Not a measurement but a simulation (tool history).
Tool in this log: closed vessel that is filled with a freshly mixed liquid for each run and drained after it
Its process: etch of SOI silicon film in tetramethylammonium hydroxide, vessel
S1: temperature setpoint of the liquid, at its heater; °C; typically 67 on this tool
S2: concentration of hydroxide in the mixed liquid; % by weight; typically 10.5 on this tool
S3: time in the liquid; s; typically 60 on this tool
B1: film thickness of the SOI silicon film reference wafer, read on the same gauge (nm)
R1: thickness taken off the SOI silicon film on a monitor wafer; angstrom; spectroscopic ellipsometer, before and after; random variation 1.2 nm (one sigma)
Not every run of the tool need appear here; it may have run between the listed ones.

run   hour    S1    S2  S3      B1      R1
  1      0    67    12  35     100  2120.6
  2    8.8    67  10.5  60     100  3825.6
  3   21.4    67  10.5  60     100  3847.7
  4   35.8    67  10.5  60     100  3806.2
  5   48.2    67  10.5  60   99.99  3837.8
  6   56.5    67  10.5  60  100.02  3848.2
  7   67.1    67  10.5  60  100.02    3849
  8     76    67  10.5  60   99.99  3825.5
  9   87.2  68.5  11.5  60     100  4066.3
 10   93.6  68.5  11.5  60   99.98  4064.1
 11  104.4    67    12  80   99.98  4843.4
     117.5  -- thermometer replaced
 12    118    67    13  60     100  3882.3
     123.2  -- hydroxide flow meter replaced
     124.4  -- gauge calibrated
 13  151.8    74   7.5  30     100  3539.4
     156.3  -- thermometer replaced, repeated, since the last time left the tool worse
 14  159.7  60.5  10.5  75  100.02  2948.4
 15  168.4  69.5  12.5  85  100.02  5356.2
 16  175.4  60.5    12  40  100.01  1495.1
 17  200.1    67    12  90     100  5012.8
 18  207.8    67  10.5  60   99.99  3485.3
 19  219.7  70.5  10.5  60  100.01  4347.1
 20  233.9    67  10.5  60     100  3517.5
 21  247.3  62.5  10.5  60  100.02  2671.8
 22  259.7  74.5   9.5  75  100.01  7026.1
 23  270.5    67  10.5  80  100.03  4654.6

Predict each of these 3 candidate next runs independently; none follows another, all start after run 23:
  A  271.2    67  11.5  60   ?   ?
  B  271.2  73.5    13  85   ?   ?
  C  271.2  60.5  12.5  60   ?   ?

run   B1      R1
  A  100  3401.4
  B  100    6699
  C  100  2214.1
Had the tool no hidden state, the same runs would have come out as:
run      R1
  A  3365.1
  B    6630
  C  2189.5
